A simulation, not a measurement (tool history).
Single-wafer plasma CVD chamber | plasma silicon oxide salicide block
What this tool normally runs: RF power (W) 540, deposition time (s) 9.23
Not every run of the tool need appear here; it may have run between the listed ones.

run     day  RF power (W)  deposition time (s)  wafers since the last listed run  hours since the last RF generator calibration  hours since the showerhead was replaced  hours since the gauge calibration  read-back reference wafer on the same gauge, thickness_nm  mean film thickness on the monitor wafer (angstrom)
  1   0.000           540                 9.23                                 0                                         1041.8                                   4115.1                              797.1                                                    109.388                                               934.51
  2   3.562           540                 9.23                              1424                                         1127.3                                   4200.6                              882.6                                                    109.341                                               930.67
  3   7.162           580                10.27                              1439                                         1213.7                                   4287.0                              969.0                                                    109.430                                              1052.35
  4  10.838           580                10.27                              1469                                         1301.9                                   4375.2                             1057.2                                                    109.374                                              1052.39
  5  16.083           580                10.27                              2097                                         1427.8                                   4501.1                             1183.1                                                    109.377                                              1054.81
  6  19.650           540                10.07                              1426                                         1513.4                                   4586.7                             1268.7                                                    109.362                                              1008.84
  7  21.829           540                 9.61                               871                                         1565.7                                   4639.0                             1321.0                                                    109.439                                               962.01
     24.362  -- gauge calibrated
  8  24.408           540                 9.23                              1031                                         1627.6                                   4700.9                                1.1                                                    109.424                                               926.57
  9  26.000           540                 9.23                               636                                         1665.8                                   4739.1                               39.3                                                    109.411                                               920.93
 10  29.738           540                 9.64                              1494                                         1755.5                                   4828.8                              129.0                                                    109.397                                               963.95
 11  32.971           510                10.73                              1292                                         1833.1                                   4906.4                              206.6                                                    109.381                                              1057.79
 12  36.050           645                 8.53                              1231                                         1907.0                                   4980.3                              280.5                                                    109.402                                               890.27
 13  37.808           500                 9.23                               703                                         1949.2                                   5022.5                              322.7                                                    109.408                                               902.67
 14  40.867           440                10.59                              1222                                         2022.6                                   5095.9                              396.1                                                    109.401                                              1001.65
     43.712  -- RF generator calibrated
 15  44.671           645                 8.54                              1387                                           23.0                                   5187.2                              487.4                                                    109.467                                               905.50
     46.375  -- showerhead replaced
 16  48.071           620                 8.51                              1226                                          104.6                                     40.7                              569.0                                                    109.419                                               893.97
 17  51.446           580                10.27                              1349                                          185.6                                    121.7                              650.0                                                    109.440                                              1060.67
 18  54.383           590                 8.09                              1174                                          256.1                                    192.2                              720.5                                                    109.437                                               837.97
 19  56.071           615                 8.63                               674                                          296.6                                    232.7                              761.0                                                    109.382                                               902.19
 20  60.471           540                 9.23                              1759                                          402.2                                    338.3                              866.6                                                    109.453                                               936.49

Below are 5 alternative next runs, each starting from the tool's condition after run 20. Predict each:
  A  60.488           620                 9.23                                 6                                          402.6                                    338.7                              867.0                                                          ?                                                    ?
  B  60.488           585                 9.23                                 6                                          402.6                                    338.7                              867.0                                                          ?                                                    ?
  C  60.488           620                10.61                                 6                                          402.6                                    338.7                              867.0                                                          ?                                                    ?
  D  60.488           480                 7.92                                 6                                          402.6                                    338.7                              867.0                                                          ?                                                    ?
  E  60.488           605                 9.23                                 6                                          402.6                                    338.7                              867.0                                                          ?                                                    ?

run  read-back reference wafer on the same gauge, thickness_nm  mean film thickness on the monitor wafer (angstrom)
  A                                                    109.421                                               967.66
  B                                                    109.421                                               953.58
  C                                                    109.421                                              1112.34
  D                                                    109.421                                               779.24
  E                                                    109.421                                               961.68
Take away the tool's hidden state, keep each run's random variation, and the runs would have read:
run  mean film thickness on the monitor wafer (angstrom)
  A                                               969.56
  B                                               955.45
  C                                              1114.52
  D                                               780.77
  E                                               963.57
